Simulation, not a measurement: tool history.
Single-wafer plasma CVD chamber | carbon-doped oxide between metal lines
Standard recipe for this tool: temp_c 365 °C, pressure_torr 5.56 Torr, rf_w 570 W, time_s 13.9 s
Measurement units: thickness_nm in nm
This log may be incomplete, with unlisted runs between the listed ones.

run,hour,temp_c,pressure_torr,rf_w,time_s,wafers since the last listed run,hours since the last thermocouple change,hours since the last RF generator calibration,hours since the last manometer calibration,hours since the showerhead was replaced,hours since the gauge calibration,"read-back reference wafer on the same gauge, thickness_nm",thickness_nm
1,0,365,5.56,570,13.9,0,2483.5,193.3,81.2,6212,671.2,86.821,72.156
2,89.3,365,5.56,570,13.9,2180,2572.8,282.6,170.5,6301.3,760.5,86.623,71.732
3,341.4,365,5.56,570,13.9,6155,2824.9,534.7,422.6,6553.4,1012.6,86.804,71.205
4,426,365,5.56,570,13.9,2065,2909.5,619.3,507.2,6638,1097.2,86.823,71.491
5,512.7,365,5.56,570,13.9,2116,2996.2,706,593.9,6724.7,1183.9,86.693,71.022
# hour 528.3: thermocouple changed; heater temperature recalibrated
# hour 553.2: showerhead replaced
# hour 563.6: gauge calibrated
6,582.4,365,5.56,570,13.9,1311,54.1,775.7,663.6,29.2,18.8,86.838,70.473
7,637.4,365,5.56,570,13.9,1342,109.1,830.7,718.6,84.2,73.8,86.992,70.638
8,677.1,365,4.53,570,13.9,969,148.8,870.4,758.3,123.9,113.5,86.729,66.77
9,745.4,375,4.64,570,13.9,1667,217.1,938.7,826.6,192.2,181.8,86.656,65.387
10,813.8,365,5.56,570,13.9,1670,285.5,1007.1,895,260.6,250.2,86.999,70.327

What will run 11 give?
11,882.8,365,5.56,540,11.9,1684,354.5,1076.1,964,329.6,319.2,?,?

Run 11 produced read-back reference wafer on the same gauge, thickness_nm 86.886, thickness_nm 56.594 nm.
The same run, on a tool lacking any hidden state, would have yielded thickness_nm 59.463 nm.

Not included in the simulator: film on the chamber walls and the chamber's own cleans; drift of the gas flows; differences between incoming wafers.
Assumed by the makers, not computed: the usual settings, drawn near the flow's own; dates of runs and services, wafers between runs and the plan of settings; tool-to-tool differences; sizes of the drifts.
